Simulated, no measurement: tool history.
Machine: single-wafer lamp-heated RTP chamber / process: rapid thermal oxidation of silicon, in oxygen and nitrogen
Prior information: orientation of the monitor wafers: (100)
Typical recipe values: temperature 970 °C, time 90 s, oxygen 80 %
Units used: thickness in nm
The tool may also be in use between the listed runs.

run	hour	temperature	time	oxygen	read-back reference wafer on the same gauge, thickness	thickness
1	0	970	80	80	5.298	5.155
2	52.1	970	90	88	5.32	5.572
3	137.4	970	90	88	5.315	5.619
# hour 169.2: pyrometer window cleaned and pyrometer calibrated
4	181.5	970	90	80	5.297	5.224
5	239.3	970	90	80	5.318	5.261
6	336.7	970	90	80	5.319	5.323
7	393.2	970	90	80	5.312	5.375
8	473.7	970	90	80	5.3	5.316
9	509.7	970	90	80	5.311	5.424
10	577.9	970	90	80	5.323	5.384
11	658.7	970	90	80	5.311	5.404
12	715.3	970	90	80	5.319	5.377
13	784.7	970	90	80	5.307	5.373
14	1036.8	970	90	80	5.317	5.417
15	1078.4	940	90	52	5.308	3.797
# hour 1117.2: gauge calibrated
# hour 1180.7: pyrometer window cleaned and pyrometer calibrated
16	1183	970	67	80	5.311	4.872
17	1243.5	970	90	80	5.307	5.622
# hour 1284.2: oxygen flow controller replaced
18	1309.2	945	130	98	5.307	5.907
19	1397.9	997	134	63	5.307	7.612
20	1460.8	970	90	80	5.303	5.74
# hour 1509.6: pyrometer window cleaned and pyrometer calibrated, repeated, since the last time left the tool worse
21	1542.4	970	125	80	5.305	6.037
22	1582.9	970	90	68	5.307	5.003
23	1680.1	951	90	52	5.313	4.018
24	1779	955	90	88	5.323	4.898
25	1887	970	57	69	5.312	4.193
26	1962.8	970	90	80	5.303	5.331
27	2008.5	970	90	80	5.309	5.41
28	2057	970	123	80	5.305	6.191

Run-by-run hidden state of the tool:
deviation of the oxygen flow from its setpoint, %: 0, the same for each run
gauge reads high (%): 0, the same for each run
H1: true wafer temperature minus pyrometer reading, K
run	H1
1	5.42
2	5.49
3	5.59
4	0.7
5	1.58
6	2.75
7	3.27
8	3.87
9	4.1
10	4.45
11	4.79
12	4.97
13	5.16
14	5.58
15	5.62
16	9.55
17	10.5
18	11.4
19	12.2
20	12.7
21	0.663
22	1.26
23	2.41
24	3.26
25	3.93
26	4.28
27	4.45
28	4.61

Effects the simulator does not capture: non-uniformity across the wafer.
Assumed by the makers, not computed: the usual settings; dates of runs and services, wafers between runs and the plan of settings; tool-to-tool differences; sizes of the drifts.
